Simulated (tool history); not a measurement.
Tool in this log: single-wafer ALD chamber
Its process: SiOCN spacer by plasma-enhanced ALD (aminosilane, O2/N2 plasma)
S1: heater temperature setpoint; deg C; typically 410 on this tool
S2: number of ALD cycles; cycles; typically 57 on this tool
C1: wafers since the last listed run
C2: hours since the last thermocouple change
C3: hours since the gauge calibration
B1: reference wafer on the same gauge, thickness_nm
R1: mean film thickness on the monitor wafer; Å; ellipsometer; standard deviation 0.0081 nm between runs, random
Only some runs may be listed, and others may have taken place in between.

Run 1, hour 0.0: usual settings; C1 0; C2 2342.0; C3 123.0; B1 3.451. Result: R1 32.54 Å.
Run 2, hour 9.4: usual settings; C1 47; C2 2351.4; C3 132.4; B1 3.451. Result: R1 32.58 Å.
Run 3, hour 23.0: usual settings; C1 68; C2 2365.0; C3 146.0; B1 3.453. Result: R1 32.46 Å.
Run 4, hour 36.5: usual settings; C1 68; C2 2378.5; C3 159.5; B1 3.454. Result: R1 32.53 Å.
Run 5, hour 53.5: usual settings; C1 86; C2 2395.5; C3 176.5; B1 3.452. Result: R1 32.49 Å.
Run 6, hour 84.3: usual settings but S2 53 cycles; C1 155; C2 2426.3; C3 207.3; B1 3.449. Result: R1 30.27 Å.
Run 7, hour 99.0: usual settings but S2 53 cycles; C1 74; C2 2441.0; C3 222.0; B1 3.450. Result: R1 30.26 Å.
Run 8, hour 141.8: usual settings but S2 53 cycles; C1 216; C2 2483.8; C3 264.8; B1 3.450. Result: R1 30.26 Å.
Run 9, hour 165.0: usual settings but S1 405 deg C; C1 117; C2 2507.0; C3 288.0; B1 3.451. Result: R1 32.87 Å.
Run 10, hour 172.7: usual settings but S1 405 deg C; C1 38; C2 2514.7; C3 295.7; B1 3.453. Result: R1 33.13 Å.
Run 11, hour 186.4: usual settings but S1 405 deg C; C1 69; C2 2528.4; C3 309.4; B1 3.450. Result: R1 32.94 Å.
Run 12, hour 198.9: usual settings; C1 63; C2 2540.9; C3 321.9; B1 3.451. Result: R1 32.63 Å.
Run 13, hour 212.3: usual settings but S1 415 deg C; C1 67; C2 2554.3; C3 335.3; B1 3.452. Result: R1 32.09 Å.
Run 14, hour 226.9: usual settings but S1 415 deg C; C1 73; C2 2568.9; C3 349.9; B1 3.453. Result: R1 32.24 Å.
Run 15, hour 242.2: usual settings but S1 415 deg C; C1 77; C2 2584.2; C3 365.2; B1 3.455. Result: R1 32.12 Å.
Run 16, hour 251.6: usual settings; C1 47; C2 2593.6; C3 374.6; B1 3.448. Result: R1 32.62 Å.
Run 17, hour 258.6: usual settings; C1 35; C2 2600.6; C3 381.6; B1 3.450. Result: R1 32.56 Å.
Run 18, hour 266.2: usual settings; C1 38; C2 2608.2; C3 389.2; B1 3.447. Result: R1 32.63 Å.
Run 19, hour 279.1: usual settings; C1 65; C2 2621.1; C3 402.1; B1 3.450. Result: R1 32.46 Å.
Run 20, hour 295.6: usual settings; C1 83; C2 2637.6; C3 418.6; B1 3.450. Result: R1 32.57 Å.
Run 21, hour 317.1: usual settings but S1 404 deg C, S2 67 cycles; C1 108; C2 2659.1; C3 440.1; B1 3.451. Result: R1 38.70 Å.
Run 22, hour 333.2: usual settings but S2 51 cycles; C1 81; C2 2675.2; C3 456.2; B1 3.450. Result: R1 29.19 Å.
Run 23, hour 342.8: usual settings but S1 399 deg C; C1 48; C2 2684.8; C3 465.8; B1 3.449. Result: R1 33.56 Å.
Run 24, hour 355.4: usual settings; C1 63; C2 2697.4; C3 478.4; B1 3.450. Result: R1 32.66 Å.
Run 25, hour 372.4: usual settings; C1 86; C2 2714.4; C3 495.4; B1 3.452. Result: R1 32.49 Å.
Run 26, hour 379.6: usual settings; C1 36; C2 2721.6; C3 502.6; B1 3.449. Result: R1 32.55 Å.
Run 27, hour 391.4: usual settings but S1 406 deg C, S2 48 cycles; C1 59; C2 2733.4; C3 514.4; B1 3.452. Result: R1 27.82 Å.
Run 28, hour 407.9: usual settings but S1 406 deg C, S2 46 cycles; C1 83; C2 2749.9; C3 530.9; B1 3.450. Result: R1 26.53 Å.
At hour 417.0: gauge calibrated.
At hour 422.2: thermocouple changed; heater temperature recalibrated.
Run 29, hour 422.7: usual settings; C1 34; C2 0.5; C3 5.7; B1 3.450. Result: R1 32.62 Å.
Run 30, hour 434.8: usual settings but S1 418 deg C, S2 46 cycles; C1 61; C2 12.6; C3 17.8; B1 3.451. Result: R1 25.77 Å.
Run 31, hour 450.0: usual settings but S1 400 deg C, S2 66 cycles; C1 76; C2 27.8; C3 33.0; B1 3.449. Result: R1 38.79 Å.
Run 32, hour 465.1: usual settings but S1 418 deg C, S2 46 cycles; C1 76; C2 42.9; C3 48.1; B1 3.448. Result: R1 25.77 Å.
Run 33, hour 481.5: usual settings; C1 83; C2 59.3; C3 64.5; B1 3.449. Result: R1 32.45 Å.
Run 34, hour 496.5: usual settings but S1 402 deg C; C1 75; C2 74.3; C3 79.5; B1 3.450. Result: R1 33.41 Å.
Run 35, hour 504.3: usual settings but S1 399 deg C, S2 67 cycles; C1 39; C2 82.1; C3 87.3; B1 3.448. Result: R1 39.23 Å.
Run 36, hour 522.2: usual settings but S1 417 deg C, S2 66 cycles; C1 90; C2 100.0; C3 105.2; B1 3.449. Result: R1 36.87 Å.
Run 37, hour 530.2: usual settings but S1 402 deg C, S2 63 cycles; C1 40; C2 108.0; C3 113.2; B1 3.449. Result: R1 36.89 Å.
Run 38, hour 542.2: usual settings; C1 60; C2 120.0; C3 125.2; B1 3.446. Result: R1 32.51 Å.
Run 39, hour 552.0: usual settings but S1 414 deg C, S2 54 cycles; C1 49; C2 129.8; C3 135.0; B1 3.449. Result: R1 30.68 Å.
Run 40, hour 562.7: usual settings but S1 397 deg C, S2 64 cycles; C1 54; C2 140.5; C3 145.7; B1 3.448. Result: R1 37.64 Å.

Across each entry between runs, compare the hidden state at the last listed run before it with the hidden state at the first listed run after it:
Logged between run 28 and run 29: gauge calibrated (hour 417.0); thermocouple changed; heater temperature recalibrated (hour 422.2)
  no difference in the tool's unlogged condition between these two runs
